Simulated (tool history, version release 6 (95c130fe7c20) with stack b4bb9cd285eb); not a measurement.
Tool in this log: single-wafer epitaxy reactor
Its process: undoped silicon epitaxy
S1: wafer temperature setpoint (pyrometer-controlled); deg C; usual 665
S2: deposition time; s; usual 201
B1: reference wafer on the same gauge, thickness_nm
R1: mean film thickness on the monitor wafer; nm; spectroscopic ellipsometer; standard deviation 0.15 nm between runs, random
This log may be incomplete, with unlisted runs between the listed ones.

Run 1, hour 0.0: usual settings; B1 36.619. Result: R1 43.190 nm.
Run 2, hour 12.4: usual settings; B1 36.620. Result: R1 43.222 nm.
Run 3, hour 25.7: usual settings; B1 36.576. Result: R1 43.435 nm.
Run 4, hour 39.9: usual settings but S2 223 s; B1 36.577. Result: R1 47.680 nm.
Run 5, hour 46.3: usual settings but S2 223 s; B1 36.579. Result: R1 47.844 nm.
Run 6, hour 74.4: usual settings but S2 223 s; B1 36.577. Result: R1 47.877 nm.
Run 7, hour 85.3: usual settings; B1 36.581. Result: R1 43.026 nm.
Run 8, hour 96.3: usual settings but S2 219 s; B1 36.596. Result: R1 46.993 nm.
Run 9, hour 114.0: usual settings; B1 36.585. Result: R1 42.952 nm.
Run 10, hour 128.9: usual settings; B1 36.606. Result: R1 42.931 nm.
Run 11, hour 140.8: usual settings; B1 36.598. Result: R1 43.071 nm.
Run 12, hour 149.4: usual settings; B1 36.620. Result: R1 43.140 nm.
At hour 174.8: pyrometer calibrated.
Run 13, hour 179.2: usual settings; B1 36.584. Result: R1 44.931 nm.
Run 14, hour 190.5: usual settings; B1 36.604. Result: R1 44.955 nm.
Run 15, hour 201.5: usual settings; B1 36.610. Result: R1 45.140 nm.
Run 16, hour 215.0: usual settings; B1 36.607. Result: R1 45.042 nm.
Run 17, hour 226.7: usual settings; B1 36.596. Result: R1 44.647 nm.
Run 18, hour 243.1: usual settings; B1 36.615. Result: R1 45.023 nm.
Run 19, hour 254.0: usual settings but S1 659 deg C; B1 36.620. Result: R1 39.979 nm.
Run 20, hour 262.6: usual settings but S1 659 deg C; B1 36.601. Result: R1 40.227 nm.
Run 21, hour 314.4: usual settings; B1 36.593. Result: R1 44.777 nm.
Run 22, hour 331.0: usual settings but S1 674 deg C; B1 36.606. Result: R1 52.750 nm.
Run 23, hour 345.6: usual settings but S1 660 deg C, S2 174 s; B1 36.605. Result: R1 35.273 nm.
Run 24, hour 353.2: usual settings; B1 36.594. Result: R1 44.791 nm.
Run 25, hour 364.0: usual settings but S1 658 deg C, S2 231 s; B1 36.597. Result: R1 45.076 nm.
Run 26, hour 377.4: usual settings; B1 36.601. Result: R1 44.845 nm.
Run 27, hour 385.3: usual settings but S1 679 deg C, S2 221 s; B1 36.576. Result: R1 63.526 nm.
Run 28, hour 393.1: usual settings; B1 36.582. Result: R1 44.420 nm.
At hour 401.7: gauge calibrated.
Run 29, hour 408.2: usual settings but S1 678 deg C, S2 161 s; B1 36.618. Result: R1 45.073 nm.
Run 30, hour 418.3: usual settings but S1 669 deg C, S2 177 s; B1 36.606. Result: R1 42.175 nm.
Run 31, hour 424.4: usual settings; B1 36.605. Result: R1 44.945 nm.
Run 32, hour 440.5: usual settings; B1 36.608. Result: R1 44.598 nm.
Run 33, hour 452.3: usual settings but S1 654 deg C, S2 180 s; B1 36.604. Result: R1 32.263 nm.
Run 34, hour 463.7: usual settings but S1 651 deg C, S2 184 s; B1 36.586. Result: R1 31.406 nm.
Run 35, hour 476.5: usual settings; B1 36.614. Result: R1 44.571 nm.
Run 36, hour 490.5: usual settings; B1 36.608. Result: R1 44.615 nm.
Run 37, hour 503.9: usual settings but S1 678 deg C, S2 232 s; B1 36.614. Result: R1 65.071 nm.
Run 38, hour 515.1: usual settings but S2 185 s; B1 36.638. Result: R1 41.121 nm.
Run 39, hour 527.4: usual settings; B1 36.625. Result: R1 44.407 nm.
Run 40, hour 540.1: usual settings but S1 657 deg C, S2 179 s; B1 36.609. Result: R1 33.937 nm.
Run 41, hour 556.0: usual settings but S1 672 deg C; B1 36.622. Result: R1 50.720 nm.
Run 42, hour 562.4: usual settings; B1 36.608. Result: R1 44.546 nm.
Run 43, hour 571.1: usual settings but S1 673 deg C, S2 180 s; B1 36.603. Result: R1 46.368 nm.
Run 44, hour 579.1: usual settings; B1 36.608. Result: R1 44.629 nm.
Run 45, hour 593.6: usual settings but S1 650 deg C, S2 164 s; B1 36.609. Result: R1 27.379 nm.
Run 46, hour 610.5: usual settings but S1 671 deg C, S2 223 s; B1 36.569. Result: R1 55.339 nm.

Alternative continuations, all from the tool just after run 46; predict every row:
Run A, hour 611.0: usual settings; B1 ?. Result: R1 ?.
Run B, hour 611.0: usual settings but S1 677 deg C, S2 223 s; B1 ?. Result: R1 ?.
Run C, hour 611.0: usual settings but S1 679 deg C, S2 170 s; B1 ?. Result: R1 ?.
Run D, hour 611.0: usual settings but S1 653 deg C, S2 166 s; B1 ?. Result: R1 ?.
Run E, hour 611.0: usual settings but S1 652 deg C, S2 163 s; B1 ?. Result: R1 ?.

run      B1      R1
  A  36.595  44.429
  B  36.595  61.458
  C  36.595  48.583
  D  36.595  29.281
  E  36.595  28.210
The same runs, with their run-to-run variation unchanged, on a tool lacking any hidden condition would have given:
run      R1
  A  45.037
  B  62.281
  C  49.231
  D  29.691
  E  28.606
